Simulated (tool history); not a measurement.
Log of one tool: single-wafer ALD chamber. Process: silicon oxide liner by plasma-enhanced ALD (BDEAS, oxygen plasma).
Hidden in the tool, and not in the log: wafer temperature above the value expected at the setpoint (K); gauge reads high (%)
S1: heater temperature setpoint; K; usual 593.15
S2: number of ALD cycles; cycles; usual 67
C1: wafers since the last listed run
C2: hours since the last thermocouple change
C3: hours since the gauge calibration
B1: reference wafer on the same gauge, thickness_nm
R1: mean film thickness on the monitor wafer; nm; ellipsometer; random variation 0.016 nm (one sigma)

run	day	S1	S2	C1	C2	C3	B1	R1
1	0.000	593.15	67	0	759.5	478.9	5.318	6.388
2	1.696	593.15	67	222	800.2	519.6	5.305	6.371
3	4.921	593.15	67	423	877.6	597.0	5.283	6.371
4	9.108	605.15	67	549	978.1	697.5	5.252	6.203
5	11.025	605.15	67	251	1024.1	743.5	5.232	6.158
# day 13.554: gauge calibrated
6	14.283	593.15	67	427	1102.3	17.5	5.390	6.506
7	16.762	593.15	67	325	1161.8	77.0	5.395	6.485
8	19.800	593.15	67	398	1234.7	149.9	5.382	6.481
9	22.621	593.15	67	370	1302.4	217.6	5.373	6.473
10	33.621	589.15	80	1443	1566.4	481.6	5.338	7.678
11	36.783	583.15	59	415	1642.3	557.5	5.319	5.711
# day 40.179: thermocouple changed; heater temperature recalibrated
12	40.200	593.15	67	404	0.5	639.5	5.298	6.349
# day 40.988: gauge calibrated
13	43.762	593.15	73	467	86.0	66.6	5.334	6.994
14	45.754	583.15	59	261	133.8	114.4	5.342	5.735
15	47.925	593.15	58	284	185.9	166.5	5.333	5.536
16	51.712	584.15	59	497	276.8	257.4	5.324	5.706
17	55.754	593.15	67	530	373.8	354.4	5.313	6.398
18	60.021	593.15	76	559	476.2	456.8	5.285	7.213
19	61.954	582.15	59	253	522.6	503.2	5.282	5.720

3 ways to go on from here, each from the tool as it stands after run 19. What would each give?
A	61.975	580.15	67	2	523.1	503.7	?	?
B	61.975	601.15	57	2	523.1	503.7	?	?
C	61.975	607.15	75	2	523.1	503.7	?	?

run	B1	R1
A	5.282	6.496
B	5.282	5.340
C	5.282	6.956
Without the tool's hidden state the same runs would have given:
run	R1
A	6.606
B	5.430
C	7.074
